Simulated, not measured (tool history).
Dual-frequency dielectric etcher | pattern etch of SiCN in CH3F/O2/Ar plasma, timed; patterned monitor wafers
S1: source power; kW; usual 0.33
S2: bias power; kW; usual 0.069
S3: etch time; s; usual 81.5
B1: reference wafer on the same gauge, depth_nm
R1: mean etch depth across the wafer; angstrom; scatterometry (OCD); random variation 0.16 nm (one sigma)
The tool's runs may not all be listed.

run	hour	S1	S2	S3	B1	R1
1	0	0.36	0.058	81.5	28.69	245
2	19.3	0.36	0.058	81.5	28.61	245.9
3	41	0.36	0.058	81.5	28.7	247.2
4	56.5	0.33	0.069	81.5	28.65	250.5
5	75.6	0.33	0.069	81.5	28.67	253.7
6	98.5	0.33	0.069	81.5	28.71	249.4
7	124.9	0.33	0.069	81.5	28.65	253.8
# hour 230.1: wet clean of the chamber
8	230.6	0.33	0.069	81.5	28.64	244.4
9	231	0.33	0.069	81.5	28.67	245.5
10	253	0.31	0.069	81.5	28.63	242.7
11	324.8	0.31	0.069	81.5	28.72	244.4
12	339.9	0.31	0.069	81.5	28.74	241.7
13	366.1	0.35	0.069	81.5	28.68	251.8
# hour 420.8: upper electrode replaced
14	421.3	0.33	0.062	95	28.72	280.4
# hour 434.5: gauge calibrated
15	440.8	0.37	0.069	103.5	28.72	327.2
16	470.8	0.38	0.069	81.5	28.7	261.2
17	490.7	0.33	0.069	96	28.71	296.2
# hour 513.6: source power generator calibrated
# hour 552.7: bias power generator calibrated
18	576	0.33	0.069	81.5	28.64	255.1
19	589.4	0.39	0.069	62	28.64	203.5
20	609.6	0.35	0.069	81.5	28.71	258
21	638.5	0.37	0.081	89.5	28.74	301.7
22	669.3	0.36	0.069	90	28.66	289.2
23	698.7	0.33	0.055	81.5	28.78	239.2
24	713.9	0.33	0.076	93.5	28.71	304.9
# hour 747.3: wet clean of the chamber
25	747.8	0.41	0.069	81.5	28.7	262.9

Forecast each of these 4 alternatives for the next run:
A	748.2	0.33	0.069	81.5	?	?
B	748.2	0.37	0.069	81.5	?	?
C	748.2	0.4	0.064	61	?	?
D	748.2	0.27	0.064	72.5	?	?

run	B1	R1
A	28.72	248.7
B	28.72	256.7
C	28.72	192.7
D	28.72	205.6
Without the tool's hidden state the same runs would have given:
run	R1
A	246.7
B	254.6
C	191.1
D	203.9
